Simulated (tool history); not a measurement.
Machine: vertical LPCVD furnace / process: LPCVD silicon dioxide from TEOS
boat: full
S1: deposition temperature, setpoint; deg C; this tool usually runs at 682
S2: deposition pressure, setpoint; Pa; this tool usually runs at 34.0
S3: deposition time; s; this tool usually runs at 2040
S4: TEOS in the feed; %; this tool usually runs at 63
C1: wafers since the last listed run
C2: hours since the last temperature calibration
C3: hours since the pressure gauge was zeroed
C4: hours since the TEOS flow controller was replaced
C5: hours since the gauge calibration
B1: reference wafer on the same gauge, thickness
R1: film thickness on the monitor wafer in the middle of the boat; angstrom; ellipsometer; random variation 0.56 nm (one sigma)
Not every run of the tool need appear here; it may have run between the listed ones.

run	hour	S1	S2	S3	S4	C1	C2	C3	C4	C5	B1	R1
1	0.0	682	34.0	2040	73	0	2884.8	1745.8	1582.1	741.8	154.69	1585.8
2	12.1	682	34.0	2040	72	154	2896.9	1757.9	1594.2	753.9	155.31	1569.2
3	34.4	682	34.0	2040	72	285	2919.2	1780.2	1616.5	776.2	155.13	1576.2
4	61.5	682	34.0	2040	72	346	2946.3	1807.3	1643.6	803.3	154.85	1573.4
5	79.4	682	34.0	2040	63	229	2964.2	1825.2	1661.5	821.2	154.78	1476.9
6	110.2	682	34.0	2040	63	394	2995.0	1856.0	1692.3	852.0	155.13	1467.2
7	124.3	682	27.3	1770	63	180	3009.1	1870.1	1706.4	866.1	154.87	1147.4
8	137.8	682	27.3	1770	63	172	3022.6	1883.6	1719.9	879.6	155.10	1152.0
9	167.3	682	27.3	1770	63	377	3052.1	1913.1	1749.4	909.1	155.24	1159.7
# hour 192.9: pressure gauge zeroed
10	201.5	690	34.0	2670	63	130	3086.3	8.6	1783.6	943.3	155.08	2353.1
11	218.2	682	34.0	2040	63	213	3103.0	25.3	1800.3	960.0	155.03	1493.1
12	304.8	682	34.0	2040	63	1108	3189.6	111.9	1886.9	1046.6	155.18	1494.9
13	332.3	682	34.0	2040	63	352	3217.1	139.4	1914.4	1074.1	154.95	1489.9
14	357.4	682	34.0	2040	63	321	3242.2	164.5	1939.5	1099.2	154.82	1489.3
# hour 407.5: thermocouples replaced and temperature profile calibrated
15	441.4	689	28.7	2820	60	768	33.9	248.5	2023.5	1183.2	154.97	2008.9
# hour 449.4: gauge calibrated
16	476.7	674	34.0	1830	63	451	69.2	283.8	2058.8	27.3	154.87	1012.0
17	490.3	682	28.7	2040	63	174	82.8	297.4	2072.4	40.9	155.06	1255.2
18	503.0	682	31.3	2610	63	162	95.5	310.1	2085.1	53.6	154.94	1697.2
19	515.3	694	38.7	2730	63	157	107.8	322.4	2097.4	65.9	154.85	2617.4
20	546.0	682	34.0	2040	63	393	138.5	353.1	2128.1	96.6	155.14	1368.8
21	573.2	682	26.7	2040	63	348	165.7	380.3	2155.3	123.8	155.08	1204.7
22	600.9	682	27.3	1770	63	354	193.4	408.0	2183.0	151.5	155.03	1067.3
# hour 635.1: TEOS flow controller replaced
23	635.6	682	34.0	2640	63	136	228.1	442.7	0.5	186.2	155.13	1766.7
24	652.0	682	34.0	2040	57	209	244.5	459.1	16.9	202.6	155.02	1309.3
25	687.7	670	37.3	2040	51	457	280.2	494.8	52.6	238.3	154.72	974.8
26	707.1	682	34.0	2040	63	248	299.6	514.2	72.0	257.7	154.99	1373.3
27	723.4	682	34.0	2730	63	208	315.9	530.5	88.3	274.0	155.03	1834.2
28	750.0	682	34.0	2040	57	340	342.5	557.1	114.9	300.6	155.04	1303.1
29	767.1	693	40.7	2670	66	218	359.6	574.2	132.0	317.7	154.94	2601.5
30	780.8	682	34.0	2040	63	175	373.3	587.9	145.7	331.4	155.02	1369.1
31	809.9	682	34.0	2040	63	372	402.4	617.0	174.8	360.5	154.93	1379.7
32	825.6	682	31.3	2610	63	200	418.1	632.7	190.5	376.2	154.94	1675.4

3 options for the next run, each taken on its own from the tool as it stands now. Forecast them:
A	829.4	682	36.0	2040	63	48	421.9	636.5	194.3	380.0	?	?
B	829.4	682	39.3	1710	58	48	421.9	636.5	194.3	380.0	?	?
C	829.4	682	36.7	2040	72	48	421.9	636.5	194.3	380.0	?	?

run	B1	R1
A	155.03	1423.3
B	155.03	1196.6
C	155.03	1535.6
What these runs would have given with no unlogged condition in the tool:
run	R1
A	1418.0
B	1192.1
C	1529.8

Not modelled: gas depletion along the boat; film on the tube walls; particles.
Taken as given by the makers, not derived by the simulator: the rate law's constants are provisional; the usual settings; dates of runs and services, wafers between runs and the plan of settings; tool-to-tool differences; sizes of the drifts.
